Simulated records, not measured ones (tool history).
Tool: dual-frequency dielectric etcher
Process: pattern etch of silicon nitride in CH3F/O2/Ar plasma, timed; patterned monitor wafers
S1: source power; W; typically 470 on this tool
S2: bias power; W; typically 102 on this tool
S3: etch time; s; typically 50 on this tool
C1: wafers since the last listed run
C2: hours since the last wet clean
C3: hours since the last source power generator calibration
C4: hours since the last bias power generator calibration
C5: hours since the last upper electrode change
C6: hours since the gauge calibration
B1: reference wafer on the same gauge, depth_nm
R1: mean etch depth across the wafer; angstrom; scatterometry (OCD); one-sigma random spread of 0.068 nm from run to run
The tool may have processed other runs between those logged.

Run 1, hour 0: usual settings but S3 54 s; C1 0; C2 120.4; C3 3652.7; C4 4531.7; C5 5663.1; C6 415; B1 45.11. Result: R1 479.9 angstrom.
Run 2, hour 15.6: usual settings but S3 54 s; C1 125; C2 136; C3 3668.3; C4 4547.3; C5 5678.7; C6 430.6; B1 45.11. Result: R1 480.1 angstrom.
Run 3, hour 37.2: usual settings but S1 390 W; C1 173; C2 157.6; C3 3689.9; C4 4568.9; C5 5700.3; C6 452.2; B1 45.1. Result: R1 395.3 angstrom.
Run 4, hour 50.4: usual settings but S1 390 W; C1 105; C2 170.8; C3 3703.1; C4 4582.1; C5 5713.5; C6 465.4; B1 45.1. Result: R1 395.3 angstrom.
Run 5, hour 85.7: usual settings but S2 94 W; C1 283; C2 206.1; C3 3738.4; C4 4617.4; C5 5748.8; C6 500.7; B1 45.1. Result: R1 436.5 angstrom.
Run 6, hour 116.3: usual settings but S2 94 W; C1 245; C2 236.7; C3 3769; C4 4648; C5 5779.4; C6 531.3; B1 45.1. Result: R1 438.5 angstrom.
Run 7, hour 128.8: usual settings but S2 94 W; C1 100; C2 249.2; C3 3781.5; C4 4660.5; C5 5791.9; C6 543.8; B1 45.1. Result: R1 437.2 angstrom.
Run 8, hour 142.9: usual settings but S2 84 W; C1 113; C2 263.3; C3 3795.6; C4 4674.6; C5 5806; C6 557.9; B1 45.1. Result: R1 427.2 angstrom.
Run 9, hour 163: usual settings but S2 84 W; C1 161; C2 283.4; C3 3815.7; C4 4694.7; C5 5826.1; C6 578; B1 45.12. Result: R1 426.2 angstrom.
Run 10, hour 175.6: usual settings but S2 84 W; C1 101; C2 296; C3 3828.3; C4 4707.3; C5 5838.7; C6 590.6; B1 45.12. Result: R1 427 angstrom.
At hour 193.2: gauge calibrated.
Run 11, hour 196.7: usual settings; C1 169; C2 317.1; C3 3849.4; C4 4728.4; C5 5859.8; C6 3.5; B1 45.1. Result: R1 445.4 angstrom.
Run 12, hour 215.5: usual settings; C1 150; C2 335.9; C3 3868.2; C4 4747.2; C5 5878.6; C6 22.3; B1 45.1. Result: R1 445 angstrom.
At hour 246.3: upper electrode replaced.
Run 13, hour 246.8: usual settings but S3 42 s; C1 58; C2 367.2; C3 3899.5; C4 4778.5; C5 0.5; C6 53.6; B1 45.09. Result: R1 374.9 angstrom.
Run 14, hour 256: usual settings but S3 42 s; C1 73; C2 376.4; C3 3908.7; C4 4787.7; C5 9.7; C6 62.8; B1 45.1. Result: R1 375.5 angstrom.
Run 15, hour 269: usual settings but S1 500 W, S2 77 W, S3 60.5 s; C1 104; C2 389.4; C3 3921.7; C4 4800.7; C5 22.7; C6 75.8; B1 45.11. Result: R1 526.8 angstrom.
Run 16, hour 281.2: usual settings but S1 380 W, S2 115 W, S3 44.5 s; C1 97; C2 401.6; C3 3933.9; C4 4812.9; C5 34.9; C6 88; B1 45.09. Result: R1 357.5 angstrom.
Run 17, hour 304.5: usual settings; C1 187; C2 424.9; C3 3957.2; C4 4836.2; C5 58.2; C6 111.3; B1 45.11. Result: R1 446.7 angstrom.
At hour 341.8: bias power generator calibrated.
Run 18, hour 342.3: usual settings; C1 271; C2 462.7; C3 3995; C4 0.5; C5 96; C6 149.1; B1 45.09. Result: R1 445.8 angstrom.
At hour 366.1: source power generator calibrated.
At hour 393.8: wet clean of the chamber.
Run 19, hour 394.3: usual settings but S1 590 W; C1 192; C2 0.5; C3 28.2; C4 52.5; C5 148; C6 201.1; B1 45.1. Result: R1 520 angstrom.
Run 20, hour 405.9: usual settings but S2 117 W; C1 93; C2 12.1; C3 39.8; C4 64.1; C5 159.6; C6 212.7; B1 45.09. Result: R1 472.4 angstrom.

Predict the results of run 21:
Run 21, hour 439.3: usual settings but S1 350 W; C1 268; C2 45.5; C3 73.2; C4 97.5; C5 193; C6 246.1; B1 ?. Result: R1 ?.

Run 21 produced B1 45.1, R1 377.2 angstrom.
Had the tool carried no hidden state, the very same run would have given R1 375.4 angstrom.

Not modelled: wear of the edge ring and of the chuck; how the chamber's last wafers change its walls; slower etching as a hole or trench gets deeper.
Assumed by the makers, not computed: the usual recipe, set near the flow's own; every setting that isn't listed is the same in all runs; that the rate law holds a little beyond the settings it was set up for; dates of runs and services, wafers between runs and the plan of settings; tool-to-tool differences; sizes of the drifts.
